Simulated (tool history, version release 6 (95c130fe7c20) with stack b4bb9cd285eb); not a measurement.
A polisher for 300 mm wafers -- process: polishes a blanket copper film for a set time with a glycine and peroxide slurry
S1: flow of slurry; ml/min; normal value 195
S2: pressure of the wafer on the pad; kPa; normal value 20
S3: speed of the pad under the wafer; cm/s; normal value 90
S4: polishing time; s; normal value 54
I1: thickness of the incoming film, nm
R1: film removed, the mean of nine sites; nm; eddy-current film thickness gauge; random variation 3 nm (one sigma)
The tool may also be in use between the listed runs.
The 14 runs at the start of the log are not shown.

| run | hour | S1 | S2 | S3 | S4 | I1 | R1 |
|---|---|---|---|---|---|---|---|
| 15 | 928.5 | 195 | 20 | 90 | 54 | 1849.4 | 210.1 |
| 16 | 1000.1 | 235 | 24.1 | 108 | 38 | 1847.8 | 207.8 |
| 17 | 1078 | 260 | 14.5 | 72 | 37 | 1848.2 | 98.1 |
|  | 1090.6 | slurry nozzle cleaned |
|  | 1105.6 | head pressure recalibrated |
| 18 | 1154.8 | 195 | 20 | 90 | 54 | 1864 | 233.1 |
|  | 1170.1 | worn pad replaced by a new one |
| 19 | 1422.4 | 175 | 20 | 120 | 41 | 1828.1 | 210.4 |
| 20 | 1477.2 | 145 | 20 | 90 | 54 | 1822.7 | 204.5 |
| 21 | 1546.3 | 195 | 20 | 90 | 54 | 1858.1 | 220.1 |
| 22 | 1616.7 | 195 | 20 | 90 | 54 | 1839.2 | 218.3 |
| 23 | 1672.8 | 145 | 20 | 100 | 54 | 1860.7 | 220.9 |
| 24 | 1728.2 | 175 | 22.1 | 106 | 69 | 1858.8 | 328.6 |
|  | 1736.7 | head pressure recalibrated |
|  | 1750.5 | worn pad replaced by a new one |
|  | 1794.4 | slurry nozzle cleaned |
| 25 | 1814.1 | 195 | 20 | 90 | 54 | 1837.3 | 235.1 |
| 26 | 1897.2 | 195 | 20 | 90 | 46 | 1862.7 | 196.7 |
| 27 | 1965.5 | 235 | 26.9 | 90 | 54 | 1844 | 309.6 |
| 28 | 2036.2 | 235 | 16.5 | 72 | 61 | 1862.4 | 189.1 |
| 29 | 2136.6 | 235 | 20 | 90 | 54 | 1836.8 | 223.4 |
| 30 | 2226 | 125 | 20 | 90 | 54 | 1856.4 | 183.5 |
| 31 | 2316.8 | 250 | 16.5 | 90 | 43 | 1877.9 | 154.8 |
|  | 2342.7 | head pressure recalibrated |
| 32 | 2358.2 | 250 | 14.5 | 90 | 54 | 1851.5 | 173.7 |
|  | 2383.4 | slurry nozzle cleaned |
| 33 | 2431.1 | 195 | 20 | 90 | 54 | 1818.5 | 239.4 |
|  | 2437 | worn pad replaced by a new one |
| 34 | 2472.8 | 195 | 22.8 | 90 | 54 | 1840.2 | 257.7 |
| 35 | 2570.5 | 140 | 20 | 90 | 37 | 1865 | 143.3 |
| 36 | 2619.1 | 195 | 20 | 90 | 54 | 1835.1 | 225.1 |

Forecast each of these 4 alternatives for the next run:
| A | 2619.5 | 195 | 20 | 68 | 54 | 1839.2 | ? |
| B | 2619.5 | 195 | 15.9 | 90 | 54 | 1839.2 | ? |
| C | 2619.5 | 245 | 13.8 | 90 | 54 | 1839.2 | ? |
| D | 2619.5 | 195 | 20 | 66 | 54 | 1839.2 | ? |

| run | R1 |
|---|---|
| A | 178.6 |
| B | 185.4 |
| C | 174.3 |
| D | 174.6 |
Without the tool's unlogged condition, the same runs would have read:
| run | R1 |
|---|---|
| A | 192 |
| B | 199.4 |
| C | 184.6 |
| D | 187.7 |

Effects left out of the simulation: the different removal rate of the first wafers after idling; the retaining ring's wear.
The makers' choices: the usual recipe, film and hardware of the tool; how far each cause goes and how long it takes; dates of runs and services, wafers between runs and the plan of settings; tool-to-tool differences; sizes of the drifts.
